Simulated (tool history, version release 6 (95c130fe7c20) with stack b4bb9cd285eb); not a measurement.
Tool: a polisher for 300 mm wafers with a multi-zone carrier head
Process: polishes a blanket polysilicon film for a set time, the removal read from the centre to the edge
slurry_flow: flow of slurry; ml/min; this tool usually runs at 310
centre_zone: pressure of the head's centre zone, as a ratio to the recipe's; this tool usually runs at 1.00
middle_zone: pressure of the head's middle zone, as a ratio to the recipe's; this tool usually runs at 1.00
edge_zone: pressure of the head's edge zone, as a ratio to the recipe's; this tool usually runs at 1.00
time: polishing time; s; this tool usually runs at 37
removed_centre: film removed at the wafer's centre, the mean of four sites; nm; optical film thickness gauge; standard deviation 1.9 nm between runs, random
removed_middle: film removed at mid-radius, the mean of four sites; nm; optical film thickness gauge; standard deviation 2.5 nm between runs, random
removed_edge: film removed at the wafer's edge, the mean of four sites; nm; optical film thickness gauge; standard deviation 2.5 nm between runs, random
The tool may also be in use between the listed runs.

| run | hour | slurry_flow | centre_zone | middle_zone | edge_zone | time | wafers since the last listed run | wafers polished on this pad | hours since the slurry nozzle was cleaned | hours since the centre zone pressure was calibrated | hours since the edge zone pressure was calibrated | hours since the carrier head's membrane was replaced | incoming thickness of the incoming film, nm | removed_centre | removed_middle | removed_edge |
|---|---|---|---|---|---|---|---|---|---|---|---|---|---|---|---|---|
| 1 | 0.0 | 310 | 1.00 | 1.00 | 1.00 | 37 | 0 | 459 | 243.3 | 239.8 | 734.2 | 1464.2 | 2007.2 | 187.9 | 193.1 | 190.5 |
| 2 | 12.4 | 310 | 1.05 | 1.05 | 0.96 | 43 | 141 | 601 | 255.7 | 252.2 | 746.6 | 1476.6 | 1982.3 | 223.7 | 226.4 | 217.3 |
|  | 28.2 | slurry nozzle cleaned |
|  | 41.2 | edge zone pressure recalibrated |
|  | 47.1 | carrier head's membrane replaced by a new one |
| 3 | 47.6 | 410 | 1.00 | 0.93 | 1.00 | 37 | 311 | 912 | 19.4 | 287.4 | 6.4 | 0.5 | 2024.0 | 205.1 | 189.5 | 199.6 |
| 4 | 72.7 | 310 | 1.00 | 1.00 | 1.00 | 37 | 287 | 1199 | 44.5 | 312.5 | 31.5 | 25.6 | 1961.1 | 201.4 | 198.2 | 198.5 |
| 5 | 98.3 | 310 | 1.00 | 1.00 | 1.00 | 37 | 292 | 1492 | 70.1 | 338.1 | 57.1 | 51.2 | 1988.7 | 198.0 | 196.0 | 196.6 |
| 6 | 131.8 | 310 | 1.00 | 1.00 | 1.00 | 37 | 383 | 1875 | 103.6 | 371.6 | 90.6 | 84.7 | 2030.4 | 202.8 | 195.8 | 193.4 |
| 7 | 158.0 | 310 | 1.11 | 0.97 | 1.10 | 43 | 299 | 2175 | 129.8 | 397.8 | 116.8 | 110.9 | 1984.8 | 252.6 | 226.1 | 234.5 |
| 8 | 177.5 | 310 | 0.89 | 1.08 | 0.96 | 37 | 223 | 2398 | 149.3 | 417.3 | 136.3 | 130.4 | 2034.2 | 180.8 | 210.7 | 197.1 |
| 9 | 196.8 | 310 | 1.00 | 0.90 | 1.00 | 37 | 220 | 2618 | 168.6 | 436.6 | 155.6 | 149.7 | 1997.2 | 197.2 | 181.5 | 195.1 |
|  | 233.5 | worn pad replaced by a new one |
| 10 | 234.0 | 310 | 1.00 | 1.00 | 1.00 | 37 | 379 | 6 | 205.8 | 473.8 | 192.8 | 186.9 | 2000.0 | 196.7 | 194.5 | 199.2 |
| 11 | 252.9 | 310 | 1.00 | 1.00 | 1.00 | 37 | 216 | 222 | 224.7 | 492.7 | 211.7 | 205.8 | 1999.5 | 191.9 | 191.9 | 194.7 |
| 12 | 288.1 | 310 | 1.00 | 1.00 | 1.00 | 37 | 402 | 624 | 259.9 | 527.9 | 246.9 | 241.0 | 1991.2 | 187.2 | 190.2 | 193.7 |
|  | 305.5 | slurry nozzle cleaned |
| 13 | 323.5 | 385 | 1.07 | 1.00 | 0.91 | 37 | 393 | 1018 | 18.0 | 563.3 | 282.3 | 276.4 | 2008.6 | 220.9 | 208.5 | 193.0 |
| 14 | 341.9 | 395 | 0.96 | 1.00 | 1.00 | 37 | 210 | 1228 | 36.4 | 581.7 | 300.7 | 294.8 | 1978.4 | 204.9 | 203.9 | 204.3 |
| 15 | 365.4 | 210 | 1.00 | 1.00 | 1.00 | 37 | 268 | 1497 | 59.9 | 605.2 | 324.2 | 318.3 | 2028.5 | 198.1 | 193.3 | 191.4 |
| 16 | 396.7 | 310 | 1.00 | 1.00 | 0.93 | 25 | 358 | 1855 | 91.2 | 636.5 | 355.5 | 349.6 | 2013.5 | 138.6 | 137.0 | 133.2 |
| 17 | 416.7 | 310 | 1.00 | 0.95 | 0.91 | 37 | 228 | 2084 | 111.2 | 656.5 | 375.5 | 369.6 | 1979.1 | 204.2 | 188.3 | 194.7 |
| 18 | 434.3 | 355 | 1.03 | 1.00 | 1.00 | 28 | 201 | 2285 | 128.8 | 674.1 | 393.1 | 387.2 | 1982.8 | 158.9 | 152.6 | 149.1 |
|  | 449.4 | worn pad replaced by a new one |
| 19 | 467.4 | 310 | 1.00 | 1.00 | 1.00 | 37 | 332 | 205 | 161.9 | 707.2 | 426.2 | 420.3 | 1986.4 | 203.6 | 195.9 | 197.4 |

Run 20 is up next; what results do you expect?
| 20 | 488.6 | 310 | 1.00 | 1.00 | 1.00 | 37 | 242 | 447 | 183.1 | 728.4 | 447.4 | 441.5 | 1990.9 | ? | ? | ? |

Logged for run 20: removed_centre 202.3 nm, removed_middle 198.0 nm, removed_edge 198.9 nm.
If the tool had no hidden condition, the same run with the same run-to-run variation would have returned removed_centre 195.2 nm, removed_middle 202.5 nm, removed_edge 202.3 nm.
